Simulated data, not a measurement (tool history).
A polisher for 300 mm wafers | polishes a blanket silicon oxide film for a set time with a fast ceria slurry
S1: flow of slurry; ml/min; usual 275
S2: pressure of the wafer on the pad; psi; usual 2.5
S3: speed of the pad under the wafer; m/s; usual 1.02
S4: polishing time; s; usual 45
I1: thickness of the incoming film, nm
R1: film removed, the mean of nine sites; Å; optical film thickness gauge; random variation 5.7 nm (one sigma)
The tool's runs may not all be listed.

run	hour	S1	S2	S3	S4	I1	R1
1	0	275	2.5	1.02	45	1854.6	6950
2	8.9	275	2.5	1.02	45	1831.3	7016
3	18.7	275	2.5	1.02	49	1872.7	7640
4	32.4	275	2.5	1.02	49	1851.3	7572
5	43.4	275	2.5	1.02	49	1856.4	7761
# hour 46.5: head pressure recalibrated
6	57.3	275	2.5	1.02	45	1838	6617
7	73.8	275	2.9	1.02	45	1868.2	7247
# hour 78.4: worn pad replaced by a new one
8	82.1	275	2.9	1.02	45	1826	7460
9	98.9	245	2.5	1.02	45	1868.2	6524
10	110.5	245	2.5	1.02	45	1876.4	6508
11	116.5	275	2.5	1.02	45	1833.2	6577
12	130.8	275	2.5	1.02	50	1840	7327
13	182	275	2.5	1.02	45	1839.3	6532
# hour 196.6: worn pad replaced by a new one
14	198.8	355	2.5	1.02	45	1878.1	6677
15	214.3	275	2.5	1.02	45	1850	6633
16	229.9	185	1.9	0.72	58	1822.5	5034
17	241.6	275	2.5	1.02	57	1867.1	8361
18	249.6	235	1.8	0.72	60	1852.3	5134
19	260	275	2.5	0.78	45	1868.2	5316
20	276.7	275	2.5	1.12	45	1842.3	7229
21	291	275	2.5	1.02	49	1825.8	7207
# hour 299.1: slurry nozzle cleaned
22	304.3	275	2.5	1.02	45	1822.1	6665
23	316.2	320	1.9	0.84	45	1851.3	4744
24	333.1	320	1.7	0.68	54	1851.3	4499
# hour 343.8: worn pad replaced by a new one
25	345.3	275	2.5	1.02	51	1833.6	7656
26	354	320	2.5	1.02	45	1852.1	6705
27	370.4	275	2.5	1.02	45	1849.2	6806
28	376.5	330	2.7	1.02	40	1856.5	6405
29	394.5	275	2.5	1.02	45	1855.9	6688
30	409.3	250	2.5	1.02	30	1842.6	4473
31	424.4	275	2.5	1.02	45	1833.1	6719
32	435.4	330	2.5	1.28	45	1843.4	8388
33	444.3	245	2.5	1.02	55	1858.9	8087
34	459.2	275	3	1.16	45	1860.7	8789
35	470	275	2.5	1.02	45	1877.1	6861
# hour 480.6: head pressure recalibrated
36	481.1	350	2.5	1.16	41	1833.7	6811

Forecast each of these 5 alternatives for the next run:
A	481.5	275	3.2	1.02	45	1844.4	?
B	481.5	225	2.5	0.74	45	1844.4	?
C	481.5	230	2.5	1.02	45	1844.4	?
D	481.5	360	1.8	0.88	39	1844.4	?
E	481.5	365	1.6	1.02	36	1844.4	?

run	R1
A	7958
B	4959
C	6435
D	4057
E	3902
Without the tool's hidden state the same runs would have given:
run	R1
A	7987
B	4977
C	6458
D	4072
E	3917
